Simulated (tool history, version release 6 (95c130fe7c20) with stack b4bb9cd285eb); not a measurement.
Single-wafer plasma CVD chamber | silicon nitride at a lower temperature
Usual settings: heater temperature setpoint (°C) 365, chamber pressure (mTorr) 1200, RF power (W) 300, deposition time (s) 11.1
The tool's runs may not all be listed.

run	hour	heater temperature setpoint (°C)	chamber pressure (mTorr)	RF power (W)	deposition time (s)	wafers since the last listed run	hours since the last thermocouple change	hours since the last RF generator calibration	hours since the last manometer calibration	hours since the showerhead was replaced	hours since the gauge calibration	read-back reference wafer on the same gauge, thickness_nm	mean film thickness on the monitor wafer (nm)
1	0.0	365	1200	300	12.0	0	1289.2	2549.6	1709.4	3065.7	796.2	14.903	14.737
# hour 30.3: gauge calibrated
# hour 85.7: capacitance manometer re-zeroed and calibrated
2	87.2	365	1200	300	12.0	2445	1376.4	2636.8	1.5	3152.9	56.9	14.413	14.210
3	111.3	373	1200	300	12.3	744	1400.5	2660.9	25.6	3177.0	81.0	14.454	14.520
# hour 135.1: RF generator calibrated
4	144.7	365	1200	300	12.5	784	1433.9	9.6	59.0	3210.4	114.4	14.495	14.767
5	167.3	365	1200	300	12.5	697	1456.5	32.2	81.6	3233.0	137.0	14.522	14.850
6	201.7	365	1200	300	11.1	1062	1490.9	66.6	116.0	3267.4	171.4	14.580	13.102
7	215.0	355	1470	300	11.1	410	1504.2	79.9	129.3	3280.7	184.7	14.562	14.211
8	233.4	365	1200	300	11.1	568	1522.6	98.3	147.7	3299.1	203.1	14.594	13.355
9	257.1	365	1460	300	9.7	731	1546.3	122.0	171.4	3322.8	226.8	14.613	12.454
10	273.8	365	1200	300	11.1	515	1563.0	138.7	188.1	3339.5	243.5	14.644	13.342
11	301.9	365	1470	300	11.1	867	1591.1	166.8	216.2	3367.6	271.6	14.658	14.181
# hour 314.6: showerhead replaced
12	319.1	365	1200	270	13.0	284	1608.3	184.0	233.4	4.5	288.8	14.668	14.563
13	340.4	365	1200	300	12.1	657	1629.6	205.3	254.7	25.8	310.1	14.668	14.540
14	371.1	365	1480	300	11.1	947	1660.3	236.0	285.4	56.5	340.8	14.687	14.422
15	400.1	376	1200	335	9.4	895	1689.3	265.0	314.4	85.5	369.8	14.701	11.999
# hour 430.8: thermocouple changed; heater temperature recalibrated
16	488.3	373	1200	275	13.1	2476	57.5	353.2	402.6	173.7	458.0	14.745	15.073
17	503.9	360	1200	300	11.1	481	73.1	368.8	418.2	189.3	473.6	14.756	13.463
18	531.7	365	1200	300	11.1	858	100.9	396.6	446.0	217.1	501.4	14.778	13.506
19	565.6	354	1200	300	11.1	1046	134.8	430.5	479.9	251.0	535.3	14.767	13.492
20	591.2	357	1300	300	12.8	790	160.4	456.1	505.5	276.6	560.9	14.790	15.958
21	621.6	365	1200	300	11.1	938	190.8	486.5	535.9	307.0	591.3	14.785	13.552
22	634.7	353	1450	300	11.1	404	203.9	499.6	549.0	320.1	604.4	14.796	14.337
23	663.6	354	1200	355	12.7	892	232.8	528.5	577.9	349.0	633.3	14.774	16.918
24	746.1	365	1200	300	11.1	2547	315.3	611.0	660.4	431.5	715.8	14.831	13.417
25	760.1	365	1200	330	11.7	432	329.3	625.0	674.4	445.5	729.8	14.807	15.040
26	789.5	365	1200	300	9.2	907	358.7	654.4	703.8	474.9	759.2	14.831	11.180
27	812.1	365	1200	300	12.0	697	381.3	677.0	726.4	497.5	781.8	14.819	14.489
28	836.5	352	1200	300	11.1	753	405.7	701.4	750.8	521.9	806.2	14.823	13.504

5 ways to go on from here, each from the tool as it stands after run 28. What would each give?
A	836.9	365	1200	300	11.1	12	406.1	701.8	751.2	522.3	806.6	?	?
B	836.9	356	1200	315	11.1	12	406.1	701.8	751.2	522.3	806.6	?	?
C	836.9	357	1110	300	9.7	12	406.1	701.8	751.2	522.3	806.6	?	?
D	836.9	370	1470	360	12.6	12	406.1	701.8	751.2	522.3	806.6	?	?
E	836.9	375	980	250	10.5	12	406.1	701.8	751.2	522.3	806.6	?	?

run	read-back reference wafer on the same gauge, thickness_nm	mean film thickness on the monitor wafer (nm)
A	14.827	13.508
B	14.827	13.954
C	14.827	11.542
D	14.827	18.165
E	14.827	10.627
Without the tool's hidden state the same runs would have given:
run	mean film thickness on the monitor wafer (nm)
A	13.115
B	13.548
C	11.206
D	17.637
E	10.318

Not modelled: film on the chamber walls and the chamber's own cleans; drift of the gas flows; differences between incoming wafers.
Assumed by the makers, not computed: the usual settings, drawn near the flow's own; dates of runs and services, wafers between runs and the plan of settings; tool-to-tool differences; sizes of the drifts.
